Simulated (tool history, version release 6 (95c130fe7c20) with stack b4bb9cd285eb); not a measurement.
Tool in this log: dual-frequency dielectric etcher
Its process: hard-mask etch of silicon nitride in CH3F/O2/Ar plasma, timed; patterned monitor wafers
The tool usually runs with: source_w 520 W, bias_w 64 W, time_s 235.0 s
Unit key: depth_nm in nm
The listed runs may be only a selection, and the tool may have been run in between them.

run	day	source_w	bias_w	time_s	read-back reference wafer on the same gauge, depth_nm	depth_nm
1	0.000	520	64	235.0	149.9	172.3
2	0.538	600	64	235.0	149.9	182.5
3	1.512	600	64	235.0	150.0	182.2
4	2.938	600	64	235.0	149.8	183.3
5	4.296	520	54	235.0	150.0	162.5
6	5.204	520	54	235.0	150.0	162.5
7	5.771	520	53	235.0	149.9	162.6
8	6.517	520	53	235.0	150.1	161.7
# day 8.042: wet clean of the chamber
9	8.062	430	64	235.0	149.9	155.7
10	8.075	520	64	235.0	150.0	167.0
11	9.238	520	64	235.0	150.1	168.2
12	10.012	520	64	235.0	150.2	168.7
# day 11.121: source power generator calibrated
13	11.317	630	64	301.0	150.1	231.9
# day 12.850: upper electrode replaced, of another model than before
14	12.871	430	64	235.0	149.8	162.4
15	13.517	440	57	302.5	149.7	204.1
16	14.971	520	64	235.0	149.9	170.6
17	16.071	580	59	193.5	150.1	140.6
18	16.617	520	64	299.5	149.9	217.3
# day 16.812: gauge calibrated
19	18.004	560	64	276.5	149.9	205.5
# day 18.521: bias power generator calibrated
20	18.675	520	64	235.0	150.0	171.8
21	19.888	420	64	267.0	150.1	186.6
22	21.129	520	64	235.0	149.9	172.9
# day 22.788: wet clean of the chamber
23	22.808	480	64	205.0	149.9	144.5
24	23.804	420	76	266.0	150.0	194.0
25	24.700	630	64	235.0	150.0	177.2

Forecast each of these 3 alternatives for the next run:
A	24.721	520	73	235.0	?	?
B	24.721	590	76	235.0	?	?
C	24.721	420	64	235.0	?	?

run	read-back reference wafer on the same gauge, depth_nm	depth_nm
A	149.9	177.8
B	149.9	185.3
C	149.9	163.0
Stripped of hidden state, with their random variation kept, the same runs would have yielded:
run	depth_nm
A	177.8
B	185.4
C	163.1
